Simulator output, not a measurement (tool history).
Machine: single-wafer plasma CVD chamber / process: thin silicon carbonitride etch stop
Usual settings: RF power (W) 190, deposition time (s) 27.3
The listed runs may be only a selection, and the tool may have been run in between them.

run   hour  RF power (W)  deposition time (s)  wafers since the last listed run  hours since the last thermocouple change  hours since the last RF generator calibration  hours since the showerhead was replaced  hours since the gauge calibration  read-back reference wafer on the same gauge, thickness_nm  mean film thickness on the monitor wafer (Å)
  1      0           190                 27.3                                 0                                       986                                         1173.5                                     3994                              433.7                                                     14.806                                        145.03
  2   12.2           190                   25                               363                                     998.2                                         1185.7                                   4006.2                              445.9                                                     14.804                                        132.68
  3   21.9           190                   25                               289                                    1007.9                                         1195.4                                   4015.9                              455.6                                                     14.801                                        132.65
  4   29.5           190                 29.3                               226                                    1015.5                                           1203                                   4023.5                              463.2                                                     14.797                                        155.86
  5     44           190                 29.3                               432                                      1030                                         1217.5                                     4038                              477.7                                                     14.805                                         155.6
  6   52.8           165                 27.3                               262                                    1038.8                                         1226.3                                   4046.8                              486.5                                                     14.797                                        139.29
  7   70.7           165                 27.3                               533                                    1056.7                                         1244.2                                   4064.7                              504.4                                                     14.799                                        139.31
  8   80.5           165                 27.3                               292                                    1066.5                                           1254                                   4074.5                              514.2                                                     14.801                                        139.26
  9  106.5           220                 27.3                               775                                    1092.5                                           1280                                   4100.5                              540.2                                                     14.803                                        150.64
 10  113.2           190                 27.3                               199                                    1099.2                                         1286.7                                   4107.2                              546.9                                                     14.801                                        144.55
     126.5  -- thermocouple changed; heater temperature recalibrated
 11    127           190                 27.3                               173                                       0.5                                         1300.5                                     4121                              560.7                                                     14.801                                        145.04
 12  138.2           215                 25.4                               334                                      11.7                                         1311.7                                   4132.2                              571.9                                                     14.804                                        139.57
 13  147.2           190                 27.3                               268                                      20.7                                         1320.7                                   4141.2                              580.9                                                     14.801                                        144.62
 14  159.1           190                 27.3                               355                                      32.6                                         1332.6                                   4153.1                              592.8                                                     14.804                                        145.15
 15  172.4           190                 32.3                               396                                      45.9                                         1345.9                                   4166.4                              606.1                                                     14.799                                        170.88
 16    182           190                 27.3                               286                                      55.5                                         1355.5                                     4176                              615.7                                                     14.807                                        144.58
 17  194.1           160                 30.3                               360                                      67.6                                         1367.6                                   4188.1                              627.8                                                     14.796                                        153.21
 18  211.6           225                 21.9                               522                                      85.1                                         1385.1                                   4205.6                              645.3                                                     14.811                                        121.37
     217.3  -- gauge calibrated
     229.5  -- showerhead replaced
 19    230           180                 27.3                               310                                     103.5                                         1403.5                                      0.5                               12.7                                                     14.803                                         142.4
 20  230.3           180                 25.4                                 8                                     103.8                                         1403.8                                      0.8                                 13                                                     14.803                                        132.01
 21  247.6           230                 25.8                               516                                     121.1                                         1421.1                                     18.1                               30.3                                                       14.8                                        143.77
     269.3  -- RF generator calibrated
 22  269.8           190                 27.3                               423                                     143.3                                            0.5                                     40.3                               52.5                                                     14.811                                        147.51
 23  279.8           215                 27.3                               298                                     153.3                                           10.5                                     50.3                               62.5                                                     14.808                                        152.95
 24  296.1           190                 29.6                               486                                     169.6                                           26.8                                     66.6                               78.8                                                     14.797                                        160.54
 25  305.4           210                 32.4                               277                                     178.9                                           36.1                                     75.9                               88.1                                                     14.803                                        180.26
 26  315.3           170                 31.7                               295                                     188.8                                             46                                     85.8                                 98                                                     14.792                                        166.57
 27  330.6           190                 27.3                               456                                     204.1                                           61.3                                    101.1                              113.3                                                     14.794                                        147.87
 28  343.8           165                 22.2                               393                                     217.3                                           74.5                                    114.3                              126.5                                                     14.799                                        115.87
 29  358.8           225                   22                               447                                     232.3                                           89.5                                    129.3                              141.5                                                     14.797                                        124.69
 30  367.8           190                 23.4                               268                                     241.3                                           98.5                                    138.3                              150.5                                                     14.798                                        126.28
 31  375.4           225                 30.3                               226                                     248.9                                          106.1                                    145.9                              158.1                                                     14.808                                        171.72
 32  387.9           190                 27.3                               372                                     261.4                                          118.6                                    158.4                              170.6                                                     14.795                                        147.89
 33  394.2           190                 27.3                               187                                     267.7                                          124.9                                    164.7                              176.9                                                     14.802                                         147.3
 34  409.3           210                 23.6                               450                                     282.8                                            140                                    179.8                                192                                                     14.795                                        131.05
 35  419.9           210                 32.4                               316                                     293.4                                          150.6                                    190.4                              202.6                                                     14.794                                           180
 36  430.1           170                 22.4                               304                                     303.6                                          160.8                                    200.6                              212.8                                                     14.797                                        116.91

Branching from run 36: 3 alternative next runs. What would each branch give?
  A  430.5           190                 27.3                                11                                       304                                          161.2                                      201                              213.2                                                          ?                                             ?
  B  430.5           190                 30.2                                11                                       304                                          161.2                                      201                              213.2                                                          ?                                             ?
  C  430.5           190                 31.7                                11                                       304                                          161.2                                      201                              213.2                                                          ?                                             ?

run  read-back reference wafer on the same gauge, thickness_nm  mean film thickness on the monitor wafer (Å)
  A                                                     14.798                                        147.58
  B                                                     14.798                                        163.25
  C                                                     14.798                                        171.36
What these runs would have given with no unlogged condition in the tool:
run  mean film thickness on the monitor wafer (Å)
  A                                        147.97
  B                                        163.69
  C                                        171.82
